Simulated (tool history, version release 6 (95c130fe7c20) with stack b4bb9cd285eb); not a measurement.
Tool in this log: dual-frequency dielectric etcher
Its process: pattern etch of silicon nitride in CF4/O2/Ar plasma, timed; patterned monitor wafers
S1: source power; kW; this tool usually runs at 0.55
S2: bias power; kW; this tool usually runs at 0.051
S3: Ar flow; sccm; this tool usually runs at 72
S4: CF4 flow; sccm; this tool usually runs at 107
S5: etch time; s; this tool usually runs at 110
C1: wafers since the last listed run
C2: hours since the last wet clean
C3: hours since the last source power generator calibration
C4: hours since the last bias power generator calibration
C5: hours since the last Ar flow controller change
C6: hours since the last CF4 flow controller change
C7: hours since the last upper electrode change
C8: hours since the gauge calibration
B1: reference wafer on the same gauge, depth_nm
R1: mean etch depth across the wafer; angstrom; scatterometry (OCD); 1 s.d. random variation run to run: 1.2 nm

run,hour,S1,S2,S3,S4,S5,C1,C2,C3,C4,C5,C6,C7,C8,B1,R1
1,0,0.55,0.054,72,107,110,0,43.7,2976.2,3341.9,5189.3,2216,1698.4,375.6,231.6,2198
2,106.5,0.55,0.051,72,107,110,953,150.2,3082.7,3448.4,5295.8,2322.5,1804.9,482.1,231.1,2193
3,167.7,0.55,0.051,72,124,110,548,211.4,3143.9,3509.6,5357,2383.7,1866.1,543.3,231.2,2213
4,237.5,0.55,0.045,72,107,110,625,281.2,3213.7,3579.4,5426.8,2453.5,1935.9,613.1,231,2126
5,298.9,0.55,0.045,72,107,110,549,342.6,3275.1,3640.8,5488.2,2514.9,1997.3,674.5,230.8,2121
# hour 396.4: CF4 flow controller replaced
# hour 404.5: wet clean of the chamber
6,405,0.59,0.051,72,107,110,823,0.5,3381.2,3746.9,5594.3,8.6,2103.4,780.6,230.9,2141
# hour 462.3: Ar flow controller replaced
# hour 464: gauge calibrated
7,486.3,0.59,0.051,72,107,110,674,81.8,3462.5,3828.2,24,89.9,2184.7,22.3,231.1,2171
# hour 518.9: bias power generator calibrated
8,548.2,0.59,0.051,72,107,110,518,143.7,3524.4,29.3,85.9,151.8,2246.6,84.2,230.7,2150
# hour 582.5: wet clean of the chamber, repeated, since the last time left the tool worse
9,589,0.55,0.051,72,107,94.5,150,6.5,3565.2,70.1,126.7,192.6,2287.4,125,230.5,1836
10,651.1,0.55,0.051,72,124,110,556,68.6,3627.3,132.2,188.8,254.7,2349.5,187.1,231,2179
# hour 738.7: upper electrode replaced
11,739.2,0.55,0.051,59,107,83,574,156.7,3715.4,220.3,276.9,342.8,0.5,275.2,231.1,1669
12,765.6,0.65,0.057,72,87,110,236,183.1,3741.8,246.7,303.3,369.2,26.9,301.6,231,2589
13,817.5,0.44,0.064,85,107,82.5,464,235,3793.7,298.6,355.2,421.1,78.8,353.5,230.5,1369
14,873.8,0.55,0.051,65,85,110,504,291.3,3850,354.9,411.5,477.4,135.1,409.8,231.2,2185
15,921.3,0.55,0.051,62,107,110,425,338.8,3897.5,402.4,459,524.9,182.6,457.3,230.8,2195
# hour 974.8: source power generator calibrated
16,1003.2,0.55,0.051,72,107,110,697,420.7,28.4,484.3,540.9,606.8,264.5,539.2,230.9,2195
# hour 1091.8: wet clean of the chamber
17,1103.8,0.65,0.046,63,107,127.5,686,12,129,584.9,641.5,707.4,365.1,639.8,230.8,2896
# hour 1153.5: gauge calibrated
18,1211.4,0.41,0.051,72,107,90.5,963,119.6,236.6,692.5,749.1,815,472.7,57.9,231.2,1350
19,1272.9,0.55,0.051,72,107,110,550,181.1,298.1,754,810.6,876.5,534.2,119.4,231.2,2175
20,1370.2,0.55,0.041,72,107,120.5,871,278.4,395.4,851.3,907.9,973.8,631.5,216.7,230.8,2273

Here are 5 independent what-if runs from the current tool condition. What would each one return?
A,1370.6,0.55,0.051,72,107,110,3,278.8,395.8,851.7,908.3,974.2,631.9,217.1,?,?
B,1370.6,0.45,0.051,72,107,110,3,278.8,395.8,851.7,908.3,974.2,631.9,217.1,?,?
C,1370.6,0.55,0.051,54,107,110,3,278.8,395.8,851.7,908.3,974.2,631.9,217.1,?,?
D,1370.6,0.47,0.062,72,84,92,3,278.8,395.8,851.7,908.3,974.2,631.9,217.1,?,?
E,1370.6,0.55,0.041,72,107,110,3,278.8,395.8,851.7,908.3,974.2,631.9,217.1,?,?

run,B1,R1
A,230.9,2227
B,230.9,1829
C,230.9,2286
D,230.9,1652
E,230.9,2106
Without the tool's hidden state the same runs would have given:
run,R1
A,2174
B,1786
C,2232
D,1612
E,2056
